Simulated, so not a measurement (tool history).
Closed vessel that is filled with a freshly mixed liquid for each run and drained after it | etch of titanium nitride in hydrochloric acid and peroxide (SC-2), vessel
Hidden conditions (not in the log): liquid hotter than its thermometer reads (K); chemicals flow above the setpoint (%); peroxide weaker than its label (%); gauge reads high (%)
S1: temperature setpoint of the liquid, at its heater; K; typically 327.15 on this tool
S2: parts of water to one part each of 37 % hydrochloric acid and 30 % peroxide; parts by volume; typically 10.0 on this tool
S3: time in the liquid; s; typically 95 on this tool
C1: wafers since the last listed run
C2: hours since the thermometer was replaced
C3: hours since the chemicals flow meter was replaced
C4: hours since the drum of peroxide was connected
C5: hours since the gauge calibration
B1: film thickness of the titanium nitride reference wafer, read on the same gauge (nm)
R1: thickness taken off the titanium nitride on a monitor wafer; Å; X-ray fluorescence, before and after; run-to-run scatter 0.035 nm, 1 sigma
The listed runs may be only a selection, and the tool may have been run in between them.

run	hour	S1	S2	S3	C1	C2	C3	C4	C5	B1	R1
1	0.0	321.15	10.0	95	0	1306.7	519.7	446.8	1822.3	130.00	36.9
2	49.0	321.15	10.0	95	5173	1355.7	568.7	495.8	1871.3	129.99	37.4
3	96.6	327.15	7.0	95	5026	1403.3	616.3	543.4	1918.9	129.99	73.3
4	165.4	327.15	10.0	95	7264	1472.1	685.1	612.2	1987.7	130.01	55.0
5	211.4	327.15	10.0	95	4857	1518.1	731.1	658.2	2033.7	130.00	54.7
# hour 222.8: thermometer replaced
6	281.7	327.15	10.0	95	7317	58.9	801.4	728.5	2104.0	130.02	54.6
7	339.3	321.15	10.0	95	6082	116.5	859.0	786.1	2161.6	130.00	37.4
8	389.0	317.65	10.0	80	5247	166.2	908.7	835.8	2211.3	129.99	24.8
9	428.8	330.65	14.0	135	4202	206.0	948.5	875.6	2251.1	129.98	74.1
10	470.6	320.15	14.5	150	4413	247.8	990.3	917.4	2292.9	130.02	40.6
11	529.0	319.15	10.0	140	6166	306.2	1048.7	975.8	2351.3	129.97	48.3
12	585.1	335.15	13.0	95	5923	362.3	1104.8	1031.9	2407.4	129.99	74.6
13	752.0	327.15	10.0	95	17623	529.2	1271.7	1198.8	2574.3	130.00	56.3
14	822.7	327.15	10.0	145	7465	599.9	1342.4	1269.5	2645.0	129.99	85.4
# hour 865.4: chemicals flow meter replaced
15	872.2	331.65	12.5	80	5121	649.4	6.8	1319.0	2694.5	129.97	50.3
16	906.8	324.65	12.5	95	3653	684.0	41.4	1353.6	2729.1	130.02	37.8
17	956.6	331.65	12.0	140	5258	733.8	91.2	1403.4	2778.9	130.00	89.7
# hour 1018.7: gauge calibrated
18	1020.6	334.65	10.0	45	6757	797.8	155.2	1467.4	1.9	130.00	41.6
# hour 1055.8: new drum of peroxide connected
19	1078.6	321.65	12.0	95	6018	855.8	213.2	22.8	59.9	130.01	32.5
20	1113.5	327.15	10.0	95	3685	890.7	248.1	57.7	94.8	130.00	54.7
21	1174.2	335.15	13.0	70	6409	951.4	308.8	118.4	155.5	130.00	53.1
22	1212.1	327.15	10.0	55	4001	989.3	346.7	156.3	193.4	130.00	31.5
23	1335.6	332.65	10.0	95	13040	1112.8	470.2	279.8	316.9	129.97	77.2
24	1390.8	332.65	10.0	95	5828	1168.0	525.4	335.0	372.1	129.98	77.9
25	1459.5	327.15	7.5	95	7254	1236.7	594.1	403.7	440.8	129.97	68.7
26	1507.3	327.15	12.0	95	5047	1284.5	641.9	451.5	488.6	130.00	46.9
# hour 1541.7: thermometer replaced
27	1574.4	334.65	13.5	55	6979	32.7	709.0	518.6	555.7	129.96	40.4
28	1634.1	327.15	10.0	95	6303	92.4	768.7	578.3	615.4	130.00	55.4

Branching from run 28: 5 alternative next runs. What would each branch give?
A	1634.8	327.15	10.0	95	73	93.1	769.4	579.0	616.1	?	?
B	1634.8	320.65	10.0	95	73	93.1	769.4	579.0	616.1	?	?
C	1634.8	327.15	10.0	50	73	93.1	769.4	579.0	616.1	?	?
D	1634.8	323.65	10.0	110	73	93.1	769.4	579.0	616.1	?	?
E	1634.8	327.15	13.0	120	73	93.1	769.4	579.0	616.1	?	?

run	B1	R1
A	130.00	55.7
B	130.00	36.2
C	130.00	29.3
D	130.00	51.3
E	130.00	56.4
What these runs would have given with no unlogged condition in the tool:
run	R1
A	54.0
B	35.1
C	28.4
D	49.6
E	54.5
